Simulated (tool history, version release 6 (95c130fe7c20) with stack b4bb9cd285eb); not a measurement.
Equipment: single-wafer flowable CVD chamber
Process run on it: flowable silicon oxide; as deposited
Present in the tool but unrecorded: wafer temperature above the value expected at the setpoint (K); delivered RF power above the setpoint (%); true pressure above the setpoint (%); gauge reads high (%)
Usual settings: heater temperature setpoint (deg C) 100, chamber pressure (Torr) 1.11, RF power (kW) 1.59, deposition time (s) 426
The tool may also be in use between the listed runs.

run	hour	heater temperature setpoint (deg C)	chamber pressure (Torr)	RF power (kW)	deposition time (s)	wafers since the last listed run	hours since the last thermocouple change	hours since the last RF generator calibration	hours since the last manometer calibration	hours since the showerhead was replaced	hours since the gauge calibration	read-back reference wafer on the same gauge, thickness_nm	mean film thickness on the monitor wafer (Å)
1	0	100	1.11	1.59	426	0	1703.3	396.3	301.8	6743.2	1050.5	383.553	3884.11
2	78.4	100	1.11	1.59	426	212	1781.7	474.7	380.2	6821.6	1128.9	384.676	3850.65
3	136.2	100	1.11	1.59	426	156	1839.5	532.5	438	6879.4	1186.7	384.317	3846.87
4	185.5	100	1.11	1.59	426	133	1888.8	581.8	487.3	6928.7	1236	383.651	3877.64
5	278.4	100	1.11	1.59	426	251	1981.7	674.7	580.2	7021.6	1328.9	383.914	3836.75
6	384.9	100	1.11	1.59	426	288	2088.2	781.2	686.7	7128.1	1435.4	383.722	3896.88
7	485.2	94	1.11	1.59	426	272	2188.5	881.5	787	7228.4	1535.7	383.468	4872.87
# hour 523.3: gauge calibrated
8	564.8	100	1.11	1.59	426	215	2268.1	961.1	866.6	7308	41.5	384.651	3869.26
9	628.8	108	1.11	1.59	426	173	2332.1	1025.1	930.6	7372	105.5	384.157	2882.89
# hour 661.6: capacitance manometer re-zeroed and calibrated
10	665.4	108	1.11	1.59	426	77	2368.7	1061.7	3.8	7408.6	142.1	383.069	2853.43
11	758.2	100	1.11	1.59	426	251	2461.5	1154.5	96.6	7501.4	234.9	383.203	3886.02
# hour 800.2: RF generator calibrated
12	847.2	100	1.11	1.59	426	219	2550.5	47	185.6	7590.4	323.9	383.827	3871.65
# hour 910.3: showerhead replaced
13	936.3	100	1.26	1.59	462	219	2639.6	136.1	274.7	26	413	383.274	4825.33
14	978.2	100	1.11	1.59	426	113	2681.5	178	316.6	67.9	454.9	384.117	3887.19
15	1069.4	107	0.87	1.445	354	247	2772.7	269.2	407.8	159.1	546.1	383.732	1896.36
16	1112.3	100	1.01	1.59	469	116	2815.6	312.1	450.7	202	589	384.336	3903.29
# hour 1127.8: thermocouple changed; heater temperature recalibrated
17	1205.7	93	1.11	1.59	426	231	77.9	405.5	544.1	295.4	682.4	383.889	4913.5
18	1299.9	100	1.11	1.59	426	255	172.1	499.7	638.3	389.6	776.6	383.762	3814.47
19	1351.8	100	1.24	1.59	357	140	224	551.6	690.2	441.5	828.5	384.162	3579.62
20	1440.8	100	1.11	1.59	426	241	313	640.6	779.2	530.5	917.5	384.242	3817.44
21	1522.7	96	1.11	1.42	426	222	394.9	722.5	861.1	612.4	999.4	383.58	4334.3
22	1594.7	107	1.11	1.59	426	195	466.9	794.5	933.1	684.4	1071.4	383.268	2920.52
23	1689.1	91	0.93	1.325	504	256	561.3	888.9	1027.5	778.8	1165.8	384.301	5115.95
24	1738.1	100	1.01	1.59	469	132	610.3	937.9	1076.5	827.8	1214.8	383.504	3822.16

Alternative continuations, all from the tool just after run 24; predict every row:
A	1738.6	100	1.32	1.59	426	1	610.8	938.4	1077	828.3	1215.3	?	?
B	1738.6	113	1.11	1.59	426	1	610.8	938.4	1077	828.3	1215.3	?	?
C	1738.6	100	1.11	1.715	426	1	610.8	938.4	1077	828.3	1215.3	?	?
D	1738.6	91	1.32	1.59	477	1	610.8	938.4	1077	828.3	1215.3	?	?

run	read-back reference wafer on the same gauge, thickness_nm	mean film thickness on the monitor wafer (Å)
A	383.912	4587.76
B	383.912	2378.28
C	383.912	3906.4
D	383.912	7202.07
Take away the tool's hidden state, keep each run's random variation, and the runs would have read:
run	mean film thickness on the monitor wafer (Å)
A	4529.08
B	2349.19
C	3856.43
D	7118.8
